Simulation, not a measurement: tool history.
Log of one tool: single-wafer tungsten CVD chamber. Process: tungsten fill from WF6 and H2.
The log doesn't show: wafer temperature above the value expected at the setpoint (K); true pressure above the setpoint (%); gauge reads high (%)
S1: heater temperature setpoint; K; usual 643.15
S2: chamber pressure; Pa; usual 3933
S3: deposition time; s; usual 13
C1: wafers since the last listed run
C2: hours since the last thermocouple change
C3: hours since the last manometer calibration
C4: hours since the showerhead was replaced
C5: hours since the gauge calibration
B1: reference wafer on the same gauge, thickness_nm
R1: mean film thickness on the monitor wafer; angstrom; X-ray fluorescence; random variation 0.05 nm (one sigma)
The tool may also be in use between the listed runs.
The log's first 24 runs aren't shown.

{"run": 25, "hour": 1748.5, "S1": 643.15, "S2": 3933, "S3": 11.5, "C1": 1579, "C2": 621.8, "C3": 566.7, "C4": 323.7, "C5": 1208.3, "B1": 22.932, "R1": 183.48}
{"hour": 1787.5, "done": "gauge calibrated"}
{"run": 26, "hour": 1854.2, "S1": 643.15, "S2": 3506, "S3": 14.9, "C1": 2596, "C2": 727.5, "C3": 672.4, "C4": 429.4, "C5": 66.7, "B1": 22.683, "R1": 219.4}
{"run": 27, "hour": 1939.5, "S1": 643.15, "S2": 3933, "S3": 13, "C1": 2095, "C2": 812.8, "C3": 757.7, "C4": 514.7, "C5": 152, "B1": 22.667, "R1": 205.8}
{"run": 28, "hour": 2026.3, "S1": 643.15, "S2": 3933, "S3": 13, "C1": 2131, "C2": 899.6, "C3": 844.5, "C4": 601.5, "C5": 238.8, "B1": 22.692, "R1": 205.5}
{"run": 29, "hour": 2102.1, "S1": 637.15, "S2": 3586, "S3": 14.8, "C1": 1861, "C2": 975.4, "C3": 920.3, "C4": 677.3, "C5": 314.6, "B1": 22.752, "R1": 194.59}
{"run": 30, "hour": 2180.7, "S1": 652.15, "S2": 4906, "S3": 13.9, "C1": 1930, "C2": 1054, "C3": 998.9, "C4": 755.9, "C5": 393.2, "B1": 22.776, "R1": 301.04}
{"hour": 2221.7, "done": "thermocouple changed; heater temperature recalibrated"}
{"run": 31, "hour": 2222.2, "S1": 632.15, "S2": 3933, "S3": 14.5, "C1": 822, "C2": 0.5, "C3": 1040.4, "C4": 797.4, "C5": 434.7, "B1": 22.779, "R1": 181.04}
{"run": 32, "hour": 2317.2, "S1": 638.15, "S2": 4640, "S3": 10.8, "C1": 2333, "C2": 95.5, "C3": 1135.4, "C4": 892.4, "C5": 529.7, "B1": 22.84, "R1": 168.93}
{"run": 33, "hour": 2415.1, "S1": 643.15, "S2": 3933, "S3": 13, "C1": 2404, "C2": 193.4, "C3": 1233.3, "C4": 990.3, "C5": 627.6, "B1": 22.812, "R1": 206.75}

Forecast each of these 4 alternatives for the next run:
{"run": "A", "hour": 2415.5, "S1": 657.15, "S2": 3933, "S3": 13, "C1": 9, "C2": 193.8, "C3": 1233.7, "C4": 990.7, "C5": 628, "B1": "?", "R1": "?"}
{"run": "B", "hour": 2415.5, "S1": 647.15, "S2": 4506, "S3": 15.3, "C1": 9, "C2": 193.8, "C3": 1233.7, "C4": 990.7, "C5": 628, "B1": "?", "R1": "?"}
{"run": "C", "hour": 2415.5, "S1": 650.15, "S2": 4640, "S3": 10.9, "C1": 9, "C2": 193.8, "C3": 1233.7, "C4": 990.7, "C5": 628, "B1": "?", "R1": "?"}
{"run": "D", "hour": 2415.5, "S1": 629.15, "S2": 3626, "S3": 13, "C1": 9, "C2": 193.8, "C3": 1233.7, "C4": 990.7, "C5": 628, "B1": "?", "R1": "?"}

run=A B1=22.853 R1=276.26
run=B B1=22.853 R1=285.96
run=C B1=22.853 R1=220.11
run=D B1=22.853 R1=144.89
Without the tool's hidden state the same runs would have given:
run=A R1=273.38
run=B R1=282.98
run=C R1=217.81
run=D R1=143.38
